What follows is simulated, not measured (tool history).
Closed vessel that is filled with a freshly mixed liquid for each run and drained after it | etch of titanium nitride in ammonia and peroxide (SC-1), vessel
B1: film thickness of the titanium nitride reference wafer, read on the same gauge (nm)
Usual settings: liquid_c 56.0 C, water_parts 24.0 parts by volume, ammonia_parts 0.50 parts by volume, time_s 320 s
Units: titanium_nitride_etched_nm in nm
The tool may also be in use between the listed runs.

{"run": 1, "hour": 0.0, "liquid_c": 56.0, "water_parts": 24.0, "ammonia_parts": 0.5, "time_s": 320, "B1": 140.02, "titanium_nitride_etched_nm": 15.63}
{"run": 2, "hour": 31.1, "liquid_c": 56.0, "water_parts": 24.0, "ammonia_parts": 0.5, "time_s": 320, "B1": 139.99, "titanium_nitride_etched_nm": 16.09}
{"run": 3, "hour": 93.0, "liquid_c": 56.0, "water_parts": 24.0, "ammonia_parts": 0.5, "time_s": 320, "B1": 140.01, "titanium_nitride_etched_nm": 15.77}
{"run": 4, "hour": 142.0, "liquid_c": 56.0, "water_parts": 24.0, "ammonia_parts": 0.5, "time_s": 320, "B1": 140.02, "titanium_nitride_etched_nm": 15.59}
{"run": 5, "hour": 173.1, "liquid_c": 56.0, "water_parts": 24.0, "ammonia_parts": 0.5, "time_s": 320, "B1": 139.98, "titanium_nitride_etched_nm": 15.53}
{"hour": 180.5, "done": "thermometer replaced"}
{"run": 6, "hour": 216.9, "liquid_c": 56.0, "water_parts": 24.0, "ammonia_parts": 0.5, "time_s": 320, "B1": 140.03, "titanium_nitride_etched_nm": 16.75}
{"run": 7, "hour": 254.6, "liquid_c": 56.0, "water_parts": 24.0, "ammonia_parts": 0.5, "time_s": 320, "B1": 139.98, "titanium_nitride_etched_nm": 16.74}
{"run": 8, "hour": 324.1, "liquid_c": 56.0, "water_parts": 24.0, "ammonia_parts": 0.5, "time_s": 320, "B1": 140.02, "titanium_nitride_etched_nm": 16.6}
{"run": 9, "hour": 386.7, "liquid_c": 56.0, "water_parts": 24.0, "ammonia_parts": 0.5, "time_s": 320, "B1": 139.97, "titanium_nitride_etched_nm": 16.53}
{"run": 10, "hour": 425.8, "liquid_c": 56.0, "water_parts": 24.0, "ammonia_parts": 0.5, "time_s": 320, "B1": 140.0, "titanium_nitride_etched_nm": 16.19}
{"hour": 431.9, "done": "ammonia flow meter replaced"}
{"run": 11, "hour": 490.8, "liquid_c": 56.0, "water_parts": 24.0, "ammonia_parts": 0.5, "time_s": 320, "B1": 140.02, "titanium_nitride_etched_nm": 15.95}
{"run": 12, "hour": 518.2, "liquid_c": 65.5, "water_parts": 24.0, "ammonia_parts": 0.5, "time_s": 320, "B1": 140.0, "titanium_nitride_etched_nm": 30.24}
{"run": 13, "hour": 563.3, "liquid_c": 59.0, "water_parts": 27.5, "ammonia_parts": 0.5, "time_s": 320, "B1": 140.0, "titanium_nitride_etched_nm": 18.29}
{"run": 14, "hour": 618.7, "liquid_c": 50.5, "water_parts": 24.0, "ammonia_parts": 0.7, "time_s": 320, "B1": 139.99, "titanium_nitride_etched_nm": 11.66}
{"hour": 625.1, "done": "new drum of ammonia solution connected"}
{"hour": 665.0, "done": "gauge calibrated"}
{"run": 15, "hour": 681.2, "liquid_c": 56.0, "water_parts": 24.0, "ammonia_parts": 0.5, "time_s": 320, "B1": 139.98, "titanium_nitride_etched_nm": 15.7}
{"run": 16, "hour": 716.1, "liquid_c": 56.0, "water_parts": 24.0, "ammonia_parts": 0.5, "time_s": 320, "B1": 139.97, "titanium_nitride_etched_nm": 15.72}
{"run": 17, "hour": 753.7, "liquid_c": 56.0, "water_parts": 24.0, "ammonia_parts": 0.5, "time_s": 320, "B1": 139.99, "titanium_nitride_etched_nm": 15.56}
{"run": 18, "hour": 807.5, "liquid_c": 56.0, "water_parts": 24.0, "ammonia_parts": 0.5, "time_s": 320, "B1": 140.0, "titanium_nitride_etched_nm": 15.7}
{"run": 19, "hour": 855.7, "liquid_c": 47.5, "water_parts": 17.5, "ammonia_parts": 0.5, "time_s": 320, "B1": 139.99, "titanium_nitride_etched_nm": 10.38}
{"run": 20, "hour": 914.3, "liquid_c": 56.0, "water_parts": 24.0, "ammonia_parts": 0.5, "time_s": 375, "B1": 139.98, "titanium_nitride_etched_nm": 17.87}
{"hour": 924.6, "done": "thermometer replaced"}
{"run": 21, "hour": 968.7, "liquid_c": 48.5, "water_parts": 24.0, "ammonia_parts": 0.5, "time_s": 250, "B1": 140.0, "titanium_nitride_etched_nm": 7.64}
{"run": 22, "hour": 1073.1, "liquid_c": 56.0, "water_parts": 24.0, "ammonia_parts": 0.5, "time_s": 245, "B1": 140.02, "titanium_nitride_etched_nm": 12.41}
{"run": 23, "hour": 1099.6, "liquid_c": 58.5, "water_parts": 32.0, "ammonia_parts": 0.5, "time_s": 320, "B1": 139.98, "titanium_nitride_etched_nm": 16.36}
{"run": 24, "hour": 1152.3, "liquid_c": 56.0, "water_parts": 24.0, "ammonia_parts": 0.5, "time_s": 320, "B1": 139.97, "titanium_nitride_etched_nm": 16.43}
{"run": 25, "hour": 1190.9, "liquid_c": 56.0, "water_parts": 17.0, "ammonia_parts": 0.65, "time_s": 320, "B1": 140.0, "titanium_nitride_etched_nm": 20.64}
{"run": 26, "hour": 1218.3, "liquid_c": 59.5, "water_parts": 24.0, "ammonia_parts": 0.5, "time_s": 195, "B1": 139.99, "titanium_nitride_etched_nm": 12.29}
{"run": 27, "hour": 1253.3, "liquid_c": 62.0, "water_parts": 34.0, "ammonia_parts": 0.75, "time_s": 495, "B1": 140.02, "titanium_nitride_etched_nm": 31.95}

5 ways to go on from here, each from the tool as it stands after run 27. What would each give?
{"run": "A", "hour": 1254.0, "liquid_c": 56.0, "water_parts": 24.0, "ammonia_parts": 0.3, "time_s": 320, "B1": "?", "titanium_nitride_etched_nm": "?"}
{"run": "B", "hour": 1254.0, "liquid_c": 56.0, "water_parts": 17.0, "ammonia_parts": 0.3, "time_s": 260, "B1": "?", "titanium_nitride_etched_nm": "?"}
{"run": "C", "hour": 1254.0, "liquid_c": 50.5, "water_parts": 24.0, "ammonia_parts": 0.5, "time_s": 465, "B1": "?", "titanium_nitride_etched_nm": "?"}
{"run": "D", "hour": 1254.0, "liquid_c": 52.5, "water_parts": 32.5, "ammonia_parts": 0.5, "time_s": 320, "B1": "?", "titanium_nitride_etched_nm": "?"}
{"run": "E", "hour": 1254.0, "liquid_c": 46.0, "water_parts": 24.0, "ammonia_parts": 0.5, "time_s": 320, "B1": "?", "titanium_nitride_etched_nm": "?"}

run=A B1=140.00 titanium_nitride_etched_nm=14.53
run=B B1=140.00 titanium_nitride_etched_nm=14.34
run=C B1=140.00 titanium_nitride_etched_nm=15.96
run=D B1=140.00 titanium_nitride_etched_nm=10.62
run=E B1=140.00 titanium_nitride_etched_nm=7.98
Without the tool's hidden state the same runs would have given:
run=A titanium_nitride_etched_nm=15.42
run=B titanium_nitride_etched_nm=15.22
run=C titanium_nitride_etched_nm=16.96
run=D titanium_nitride_etched_nm=11.28
run=E titanium_nitride_etched_nm=8.50
